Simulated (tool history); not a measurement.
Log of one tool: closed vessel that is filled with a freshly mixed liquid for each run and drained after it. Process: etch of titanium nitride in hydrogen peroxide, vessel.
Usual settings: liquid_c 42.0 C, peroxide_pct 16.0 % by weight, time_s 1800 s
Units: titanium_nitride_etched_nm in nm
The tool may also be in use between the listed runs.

run	day	liquid_c	peroxide_pct	time_s	wafers since the last listed run	hours since the thermometer was replaced	hours since the peroxide flow meter was replaced	hours since the drum of peroxide was connected	hours since the gauge calibration	read-back film thickness of the titanium nitride reference wafer, read on the same gauge (nm)	titanium_nitride_etched_nm
1	0.000	48.5	16.0	2125	0	1329.5	660.1	854.6	386.3	120.00	41.29
2	0.708	48.5	16.0	2125	853	1346.5	677.1	871.6	403.3	120.03	41.31
3	1.404	42.0	16.0	1800	838	1363.2	693.8	888.3	420.0	119.98	21.62
# day 1.533: thermometer replaced
# day 1.721: new drum of peroxide connected
4	1.867	42.0	16.0	1800	456	8.0	704.9	3.5	431.1	120.01	22.06
5	2.546	42.0	16.0	1275	818	24.3	721.2	19.8	447.4	119.99	15.57
# day 2.592: gauge calibrated
6	3.179	42.0	16.0	1275	762	39.5	736.4	35.0	14.1	120.04	15.64
7	3.838	42.0	16.0	1275	792	55.3	752.2	50.8	29.9	120.00	15.58
8	4.567	42.0	16.0	1800	878	72.8	769.7	68.3	47.4	120.02	22.09
9	4.967	42.0	16.0	1800	481	82.4	779.3	77.9	57.0	120.02	21.96
10	5.692	42.0	16.0	1800	873	99.8	796.7	95.3	74.4	120.00	22.01
11	6.238	42.0	21.0	1800	657	112.9	809.8	108.4	87.5	119.99	23.35
12	6.721	37.0	16.0	2145	582	124.5	821.4	120.0	99.1	119.98	17.78
13	7.083	50.5	18.0	2720	436	133.2	830.1	128.7	107.8	120.02	63.82
14	7.808	36.0	20.5	1800	873	150.6	847.5	146.1	125.2	119.97	14.61
15	8.142	42.0	16.0	1275	401	158.6	855.5	154.1	133.2	119.99	15.55
# day 8.629: peroxide flow meter replaced
16	8.946	51.5	19.0	990	918	177.9	7.6	173.4	152.5	120.02	24.73
17	9.608	42.0	14.0	1155	797	193.8	23.5	189.3	168.4	120.01	13.35
18	10.229	42.0	16.0	1800	747	208.7	38.4	204.2	183.3	120.00	21.44
19	10.646	42.0	14.5	2680	501	218.7	48.4	214.2	193.3	120.02	31.21
20	10.896	34.5	19.5	2420	301	224.7	54.4	220.2	199.3	120.02	16.82
21	11.467	33.0	12.0	1800	687	238.4	68.1	233.9	213.0	120.00	9.99
22	11.829	42.0	13.5	1800	436	247.1	76.8	242.6	221.7	119.99	20.78
23	12.279	39.5	20.5	910	542	257.9	87.6	253.4	232.5	119.97	9.43
24	12.642	34.5	16.0	1800	436	266.6	96.3	262.1	241.2	120.00	12.02
25	13.175	42.0	16.0	1800	642	279.4	109.1	274.9	254.0	120.01	21.44
26	13.871	42.0	12.0	1800	838	296.1	125.8	291.6	270.7	119.95	20.20
27	14.167	49.0	16.0	1800	356	303.2	132.9	298.7	277.8	119.97	36.20

Forecast run 28:
28	14.433	42.0	12.0	2735	321	309.6	139.3	305.1	284.2	?	?

{"run 28": {"read-back film thickness of the titanium nitride reference wafer, read on the same gauge (nm)": 119.96, "titanium_nitride_etched_nm": 30.7}}
Without the tool's hidden state the same run would have given titanium_nitride_etched_nm 30.80 nm.

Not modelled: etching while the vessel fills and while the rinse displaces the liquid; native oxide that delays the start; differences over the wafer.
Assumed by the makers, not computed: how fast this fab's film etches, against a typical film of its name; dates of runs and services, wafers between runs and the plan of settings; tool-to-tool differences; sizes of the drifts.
